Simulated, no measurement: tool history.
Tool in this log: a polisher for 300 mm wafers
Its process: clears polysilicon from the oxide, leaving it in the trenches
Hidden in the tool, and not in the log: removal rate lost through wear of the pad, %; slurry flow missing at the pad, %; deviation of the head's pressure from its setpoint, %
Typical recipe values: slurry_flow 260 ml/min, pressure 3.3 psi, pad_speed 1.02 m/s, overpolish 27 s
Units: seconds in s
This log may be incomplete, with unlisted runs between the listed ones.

run     day  slurry_flow  pressure  pad_speed  overpolish  wafers since the last listed run  wafers polished on this pad  hours since the slurry nozzle was cleaned  hours since the head pressure was calibrated  incoming thickness of the incoming film, nm  seconds
  1       0          260       3.3       1.02          27                                 0                           61                                       60.4                                         279.8                                        594.9       40
  2   3.358          260       3.3       1.02          27                               482                          544                                        141                                         360.4                                          597     42.1
  3   6.367          260       2.9        1.2          27                               432                          977                                      213.2                                         432.6                                        594.5     42.9
  4   8.938          260       3.3       1.14          27                               369                         1346                                      274.9                                         494.3                                        581.6     38.5
  5  10.875          260       2.9       1.02          27                               278                         1625                                      321.4                                         540.8                                        592.5     53.1
     11.746  -- worn pad replaced by a new one
  6  12.967          260       3.3       1.02          27                               276                          175                                      371.6                                           591                                        594.9     39.3
  7  15.408          260       3.3       1.02          27                               351                          526                                      430.2                                         649.6                                        598.2     40.8
  8  18.404          260       3.9       1.02          27                               430                          957                                      502.1                                         721.5                                        589.3     35.6
     20.162  -- slurry nozzle cleaned
     27.129  -- worn pad replaced by a new one
  9  27.967          225       3.8       1.02          27                              1344                          120                                      187.3                                           951                                        598.1     36.7
 10  30.979          225       3.8       1.02          27                               433                          553                                      259.6                                        1023.3                                        590.1     37.7
 11  35.304          225       3.8       1.02          27                               621                         1175                                      363.4                                        1127.1                                        596.6     41.4
 12  37.762          260       3.3       1.02          37                               353                         1528                                      422.4                                        1186.1                                        595.6     46.9
     39.275  -- worn pad replaced by a new one
 13  39.442          215       4.3       1.22          36                               217                           24                                      462.7                                        1226.4                                          596       30
     40.167  -- slurry nozzle cleaned
 14  41.908          260       3.3       0.72          27                               348                          372                                       41.8                                        1285.6                                        584.1     57.8
 15  45.729          175       2.1        1.3          12                               549                          922                                      133.5                                        1377.3                                          583     64.6
 16  48.962          170       3.3        1.2          35                               464                         1386                                      211.1                                        1454.9                                        598.9     45.5
 17  51.979          260       3.3       1.02          11                               433                         1820                                      283.5                                        1527.3                                        594.6     52.3
     52.538  -- worn pad replaced by a new one
     53.238  -- head pressure recalibrated
 18  54.433          230       4.3        1.3          27                               316                          260                                      342.4                                          28.7                                        589.5     25.4
 19  57.204          225       3.8       1.02          27                               398                          658                                      408.9                                          95.2                                        592.2     35.1
     61.438  -- slurry nozzle cleaned
 20  61.642          260       3.3       1.02          27                               631                         1290                                        4.9                                         201.7                                        586.2     41.7
 21  65.192          235       3.3        0.7          27                               510                         1800                                       90.1                                         286.9                                        595.7       58
     66.279  -- worn pad replaced by a new one
 22  68.938          235         4       1.02          37                               514                          381                                        180                                         376.8                                        591.6       34

Branching from run 22: 5 alternative next runs. What would each branch give?
  A  68.954          260       3.3       1.02          27                                 2                          384                                      180.4                                         377.2                                          585        ?
  B  68.954          225       2.6       1.02          12                                 2                          384                                      180.4                                         377.2                                          585        ?
  C  68.954          300       3.3       1.02          27                                 2                          384                                      180.4                                         377.2                                          585        ?
  D  68.954          260       4.5       1.02          27                                 2                          384                                      180.4                                         377.2                                          585        ?
  E  68.954          305       3.3       1.02          27                                 2                          384                                      180.4                                         377.2                                          585        ?

run  seconds
  A     39.7
  B     50.8
  C     39.3
  D     29.1
  E     39.3
With no hidden state in the tool, these same runs would have given:
run  seconds
  A     37.5
  B       48
  C     37.2
  D     27.5
  E     37.2
